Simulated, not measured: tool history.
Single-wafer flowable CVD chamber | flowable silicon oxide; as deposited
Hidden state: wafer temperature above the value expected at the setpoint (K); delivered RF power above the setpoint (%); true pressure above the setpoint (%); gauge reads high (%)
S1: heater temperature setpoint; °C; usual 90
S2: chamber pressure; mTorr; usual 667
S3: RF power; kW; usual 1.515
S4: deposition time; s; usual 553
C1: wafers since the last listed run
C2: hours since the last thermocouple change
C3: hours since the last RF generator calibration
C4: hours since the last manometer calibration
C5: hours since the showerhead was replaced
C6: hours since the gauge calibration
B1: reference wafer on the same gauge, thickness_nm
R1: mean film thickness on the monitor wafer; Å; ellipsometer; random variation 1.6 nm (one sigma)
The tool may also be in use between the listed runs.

run	hour	S1	S2	S3	S4	C1	C2	C3	C4	C5	C6	B1	R1
1	0	90	667	1.3	623	0	1732.7	406.8	2573.6	6315.8	539.4	348.311	3181.34
2	42.2	90	667	1.3	623	152	1774.9	449	2615.8	6358	581.6	347.644	3178.38
3	67.3	90	667	1.3	623	90	1800	474.1	2640.9	6383.1	606.7	348.131	3166.49
4	280.2	90	667	1.515	553	768	2012.9	687	2853.8	6596	819.6	346.47	3001.06
# hour 346.8: thermocouple changed; heater temperature recalibrated
5	347.3	90	667	1.515	553	213	0.5	754.1	2920.9	6663.1	886.7	345.824	2969.3
6	385.7	90	667	1.515	553	138	38.9	792.5	2959.3	6701.5	925.1	345.061	2989.21
# hour 411.8: capacitance manometer re-zeroed and calibrated
# hour 419: showerhead replaced
7	453.3	90	667	1.515	553	189	106.5	860.1	41.5	34.3	992.7	345.925	2990.09
8	495.1	84	790	1.515	553	150	148.3	901.9	83.3	76.1	1034.5	346.064	4231.98
9	565.9	84	790	1.515	553	255	219.1	972.7	154.1	146.9	1105.3	345.31	4239.86
# hour 600.4: RF generator calibrated
10	657.7	99	667	1.325	502	302	310.9	57.3	245.9	238.7	1197.1	344.631	1879.51
11	703.7	90	769	1.515	499	165	356.9	103.3	291.9	284.7	1243.1	345.23	3122.13
# hour 720.5: gauge calibrated
12	761.1	90	667	1.515	553	207	414.3	160.7	349.3	342.1	40.6	361.153	3108.24
13	820.1	90	667	1.3	623	212	473.3	219.7	408.3	401.1	99.6	358.59	3263.1
14	844.5	90	667	1.515	502	88	497.7	244.1	432.7	425.5	124	357.736	2780.61
15	914	76	803	1.515	486	250	567.2	313.6	502.2	495	193.5	355.465	4952.8
16	954.4	90	667	1.515	553	145	607.6	354	542.6	535.4	233.9	354.484	3030.3
17	1015.9	90	709	1.645	553	221	669.1	415.5	604.1	596.9	295.4	353.383	3322.86
18	1084.3	90	763	1.25	553	246	737.5	483.9	672.5	665.3	363.8	351.923	3151.27
19	1125.6	90	763	1.25	553	148	778.8	525.2	713.8	706.6	405.1	351.618	3163.01

Forecast each of these 5 alternatives for the next run:
A	1126.2	90	667	1.515	553	2	779.4	525.8	714.4	707.2	405.7	?	?
B	1126.2	90	667	1.405	553	2	779.4	525.8	714.4	707.2	405.7	?	?
C	1126.2	90	667	1.75	523	2	779.4	525.8	714.4	707.2	405.7	?	?
D	1126.2	78	558	1.515	553	2	779.4	525.8	714.4	707.2	405.7	?	?
E	1126.2	105	517	1.515	553	2	779.4	525.8	714.4	707.2	405.7	?	?

run	B1	R1
A	350.977	3038.35
B	350.977	2939.94
C	350.977	3016.98
D	350.977	3643.45
E	350.977	1415.67
Without the tool's hidden state the same runs would have given:
run	R1
A	3159.78
B	3057.44
C	3137.56
D	3789.07
E	1472.25

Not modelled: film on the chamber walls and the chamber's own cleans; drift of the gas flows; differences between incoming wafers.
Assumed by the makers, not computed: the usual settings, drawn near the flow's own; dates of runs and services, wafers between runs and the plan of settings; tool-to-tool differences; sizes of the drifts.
